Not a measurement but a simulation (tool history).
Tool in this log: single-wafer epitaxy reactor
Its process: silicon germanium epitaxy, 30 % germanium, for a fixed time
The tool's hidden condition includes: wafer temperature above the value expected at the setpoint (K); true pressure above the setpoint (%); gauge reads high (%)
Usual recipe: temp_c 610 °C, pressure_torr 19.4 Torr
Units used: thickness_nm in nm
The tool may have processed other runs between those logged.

run    hour  temp_c  pressure_torr  wafers since the last listed run  hours since the last pyrometer calibration  hours since the last manometer calibration  hours since the showerhead was replaced  hours since the gauge calibration  read-back reference wafer on the same gauge, thickness_nm  thickness_nm
  1       0     605           19.4                                 0                                       305.2                                       188.1                                   2215.5                             1467.6                                                     83.109        73.713
  2    58.9     605           19.4                               978                                       364.1                                         247                                   2274.4                             1526.5                                                     83.184        73.524
  3     140     610           19.4                              1347                                       445.2                                       328.1                                   2355.5                             1607.6                                                     83.239        79.754
  4   209.7     621           22.4                              1158                                       514.9                                       397.8                                   2425.2                             1677.3                                                     83.032       100.608
  5     282     622           19.4                              1201                                       587.2                                       470.1                                   2497.5                             1749.6                                                     83.091        97.347
  6   353.9     622           19.4                              1194                                       659.1                                         542                                   2569.4                             1821.5                                                     83.083        97.194
  7   434.9     610           19.4                              1346                                       740.1                                         623                                   2650.4                             1902.5                                                     83.113        80.202
  8   535.5     610           15.8                              1671                                       840.7                                       723.6                                     2751                             2003.1                                                     83.131        74.582
  9   595.9     610           19.4                              1003                                       901.1                                         784                                   2811.4                             2063.5                                                     83.079        80.881
 10   650.7     610           19.4                               910                                       955.9                                       838.8                                   2866.2                             2118.3                                                     83.108        80.396
 11   693.2     610           17.7                               706                                       998.4                                       881.3                                   2908.7                             2160.8                                                     83.003        77.898
 12   767.2     610           17.7                              1229                                      1072.4                                       955.3                                   2982.7                             2234.8                                                     83.238        78.105
      824.5  -- gauge calibrated
 13   848.9     610           19.4                              1357                                      1154.1                                        1037                                   3064.4                               24.4                                                     83.074        80.371
 14   919.6     616           19.4                              1174                                      1224.8                                      1107.7                                   3135.1                               95.1                                                     83.249        88.677
      944.3  -- showerhead replaced
 15  1020.1     616           19.4                              1537                                      1325.3                                      1208.2                                     75.8                              195.6                                                     83.091         88.62
 16  1066.1     610           20.8                               764                                      1371.3                                      1254.2                                    121.8                              241.6                                                     83.108        82.597
     1111.6  -- pyrometer calibrated
 17  1156.9     610           17.8                              1376                                        45.3                                        1345                                    212.6                              332.4                                                       83.1        78.293
 18    1210     597           19.4                               882                                        98.4                                      1398.1                                    265.7                              385.5                                                     83.123        65.213
 19  1302.9     605           17.3                              1543                                       191.3                                        1491                                    358.6                              478.4                                                     83.075        71.199
 20  1363.6     598           14.9                              1008                                         252                                      1551.7                                    419.3                              539.1                                                     83.117        60.542
 21  1454.3     610           19.4                              1507                                       342.7                                      1642.4                                      510                              629.8                                                     83.056        80.837
     1563.7  -- capacitance manometer re-zeroed and calibrated
 22  1621.6     617           16.6                              2647                                         510                                        57.9                                    677.3                              797.1                                                     83.163        83.561
 23  1663.6     605           19.4                               697                                         552                                        99.9                                    719.3                              839.1                                                     82.932        73.002
 24  1703.9     610           19.4                               669                                       592.3                                       140.2                                    759.6                              879.4                                                     83.142        79.525
 25  1740.3     622           16.1                               604                                       628.7                                       176.6                                      796                              915.8                                                     83.115         89.92
 26  1801.2     597           20.6                              1012                                       689.6                                       237.5                                    856.9                              976.7                                                     83.097        65.513
 27  1865.4     616             24                              1066                                       753.8                                       301.7                                    921.1                             1040.9                                                     83.062        94.805
 28  1930.8     616           19.4                              1086                                       819.2                                       367.1                                    986.5                             1106.3                                                     82.978        87.932
 29  1970.5     616           16.7                               659                                       858.9                                       406.8                                   1026.2                               1146                                                     83.105        83.301
 30  2058.5     605           21.7                              1462                                       946.9                                       494.8                                   1114.2                               1234                                                     83.172        77.048
 31  2109.6     605           19.4                               849                                         998                                       545.9                                   1165.3                             1285.1                                                     83.215        73.773
 32  2212.6     600           20.9                              1711                                        1101                                       648.9                                   1268.3                             1388.1                                                     83.079        69.798
 33  2306.4     610           20.9                              1558                                      1194.8                                       742.7                                   1362.1                             1481.9                                                      83.06        82.408
 34  2379.3     610           19.4                              1211                                      1267.7                                       815.6                                     1435                             1554.8                                                     83.148        80.079

Here are 3 independent what-if runs from the current tool condition. What would each one return?
  A  2379.7     610           19.4                                 6                                      1268.1                                         816                                   1435.4                             1555.2                                                          ?             ?
  B  2379.7     595             24                                 6                                      1268.1                                         816                                   1435.4                             1555.2                                                          ?             ?
  C  2379.7     618           21.3                                 6                                      1268.1                                         816                                   1435.4                             1555.2                                                          ?             ?

run  read-back reference wafer on the same gauge, thickness_nm  thickness_nm
  A                                                     83.137        80.053
  B                                                     83.137         67.56
  C                                                     83.137         94.14
Without the tool's hidden state the same runs would have given:
run  thickness_nm
  A        78.785
  B        66.489
  C        92.648
